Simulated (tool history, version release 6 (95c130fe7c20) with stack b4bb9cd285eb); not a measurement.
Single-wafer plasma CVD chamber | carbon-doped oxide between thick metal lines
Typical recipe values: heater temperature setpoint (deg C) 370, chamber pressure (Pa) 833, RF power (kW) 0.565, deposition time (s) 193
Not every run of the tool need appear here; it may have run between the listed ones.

run	hour	heater temperature setpoint (deg C)	chamber pressure (Pa)	RF power (kW)	deposition time (s)	read-back reference wafer on the same gauge, thickness_nm	mean film thickness on the monitor wafer (nm)
1	0	370	833	0.48	193	1210.279	1026.14
2	72.6	370	833	0.48	193	1210.42	1024.815
3	101.3	380	833	0.565	211	1210.389	1173.645
4	159.8	380	833	0.565	211	1209.863	1171.292
5	206.5	380	833	0.565	211	1209.53	1172.052
6	262.4	370	719	0.565	193	1210.212	1068.16
7	326.2	370	719	0.565	193	1209.603	1065.363
8	354.5	370	833	0.565	193	1209.55	1086.413
9	403.7	370	833	0.565	193	1210.289	1086.197
# hour 415.5: capacitance manometer re-zeroed and calibrated
# hour 430.7: showerhead replaced
10	431.2	370	753	0.62	167	1210.104	977.037
# hour 448.8: gauge calibrated
# hour 491.7: thermocouple changed; heater temperature recalibrated
11	500.3	370	640	0.565	193	1210.579	1056.679
12	569	370	923	0.565	179	1209.509	1025.252
# hour 639.2: RF generator calibrated
13	639.7	370	833	0.565	193	1210.162	1113.11
14	661.7	370	833	0.565	193	1209.796	1111.435
15	724.5	370	675	0.475	193	1210.127	1006.665
16	767.1	370	923	0.565	193	1210.096	1119.621
17	837.2	370	695	0.455	165	1209.876	849.104
18	892.9	370	833	0.48	193	1209.392	1034.577

Selected run-to-run steps in mean film thickness on the monitor wafer (nm), each split into two signed amounts: the part the tool would show with no hidden state at all (from settings, incoming material and random variation), and the remainder, which goes to the hidden state together with any gauge scatter not common to the measured and the hidden-state-free results:
The tool's hidden condition here consists of: wafer temperature above the value expected at the setpoint (K); delivered RF power above the setpoint (%); true pressure above the setpoint (%); gauge reads high (%).
Run 12 -> 13: chamber pressure (Pa) 923 -> 833, deposition time (s) 179 -> 193, RF generator calibrated. mean film thickness on the monitor wafer (nm) +87.858: hidden state +16.456, all else +71.402.
Run 16 -> 17: chamber pressure (Pa) 923 -> 695, RF power (kW) 0.565 -> 0.455, deposition time (s) 193 -> 165. mean film thickness on the monitor wafer (nm) -270.517: hidden state -0.979, all else -269.538.

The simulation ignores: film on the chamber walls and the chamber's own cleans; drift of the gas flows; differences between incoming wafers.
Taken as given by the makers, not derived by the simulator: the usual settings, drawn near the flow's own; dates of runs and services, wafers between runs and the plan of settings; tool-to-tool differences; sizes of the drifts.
